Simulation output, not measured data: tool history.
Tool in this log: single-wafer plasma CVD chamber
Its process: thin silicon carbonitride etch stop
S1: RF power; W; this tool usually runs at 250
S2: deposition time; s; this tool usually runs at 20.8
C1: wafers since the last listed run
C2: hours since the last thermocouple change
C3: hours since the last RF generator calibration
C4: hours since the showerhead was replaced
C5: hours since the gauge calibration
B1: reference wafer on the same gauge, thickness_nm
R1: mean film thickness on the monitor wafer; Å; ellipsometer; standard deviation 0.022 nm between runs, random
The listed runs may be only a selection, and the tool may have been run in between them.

Run 1, hour 0: usual settings; C1 0; C2 1652.7; C3 1276.7; C4 6214; C5 658.1; B1 14.505. Result: R1 146.52 Å.
Run 2, hour 77.8: usual settings; C1 1271; C2 1730.5; C3 1354.5; C4 6291.8; C5 735.9; B1 14.495. Result: R1 146.28 Å.
Run 3, hour 150.6: usual settings; C1 1189; C2 1803.3; C3 1427.3; C4 6364.6; C5 808.7; B1 14.496. Result: R1 145.62 Å.
Run 4, hour 224.8: usual settings; C1 1212; C2 1877.5; C3 1501.5; C4 6438.8; C5 882.9; B1 14.5. Result: R1 145.63 Å.
At hour 237.4: gauge calibrated.
Run 5, hour 275.9: usual settings; C1 834; C2 1928.6; C3 1552.6; C4 6489.9; C5 38.5; B1 14.514. Result: R1 145.57 Å.
Run 6, hour 337: usual settings; C1 998; C2 1989.7; C3 1613.7; C4 6551; C5 99.6; B1 14.505. Result: R1 145.28 Å.
Run 7, hour 397.4: usual settings; C1 986; C2 2050.1; C3 1674.1; C4 6611.4; C5 160; B1 14.509. Result: R1 145.4 Å.
Run 8, hour 461.6: usual settings; C1 1048; C2 2114.3; C3 1738.3; C4 6675.6; C5 224.2; B1 14.501. Result: R1 145.32 Å.
Run 9, hour 554.4: usual settings; C1 1516; C2 2207.1; C3 1831.1; C4 6768.4; C5 317; B1 14.498. Result: R1 145.33 Å.
At hour 612.9: RF generator calibrated.
Run 10, hour 657.4: usual settings but S2 23.7 s; C1 1552; C2 2310.1; C3 44.5; C4 6871.4; C5 420; B1 14.506. Result: R1 167.78 Å.
Run 11, hour 729.1: usual settings; C1 1171; C2 2381.8; C3 116.2; C4 6943.1; C5 491.7; B1 14.503. Result: R1 147.63 Å.
Run 12, hour 834.7: usual settings; C1 1725; C2 2487.4; C3 221.8; C4 7048.7; C5 597.3; B1 14.498. Result: R1 147.37 Å.
Run 13, hour 952.1: usual settings; C1 1918; C2 2604.8; C3 339.2; C4 7166.1; C5 714.7; B1 14.503. Result: R1 146.98 Å.
Run 14, hour 1055.6: usual settings but S1 270 W; C1 1691; C2 2708.3; C3 442.7; C4 7269.6; C5 818.2; B1 14.496. Result: R1 151.29 Å.
Run 15, hour 1139.8: usual settings; C1 1375; C2 2792.5; C3 526.9; C4 7353.8; C5 902.4; B1 14.499. Result: R1 146.81 Å.

Expected results for the next run?
At hour 1181.5: thermocouple changed; heater temperature recalibrated.
At hour 1225.4: showerhead replaced.
Run 16, hour 1309.2: usual settings but S1 265 W; C1 2506; C2 127.7; C3 696.3; C4 83.8; C5 1071.8; B1 ?. Result: R1 ?.

B1: 14.503
R1: 149.85 Å
If the tool had no hidden condition, the same run with the same run-to-run variation would have returned R1 151 Å.
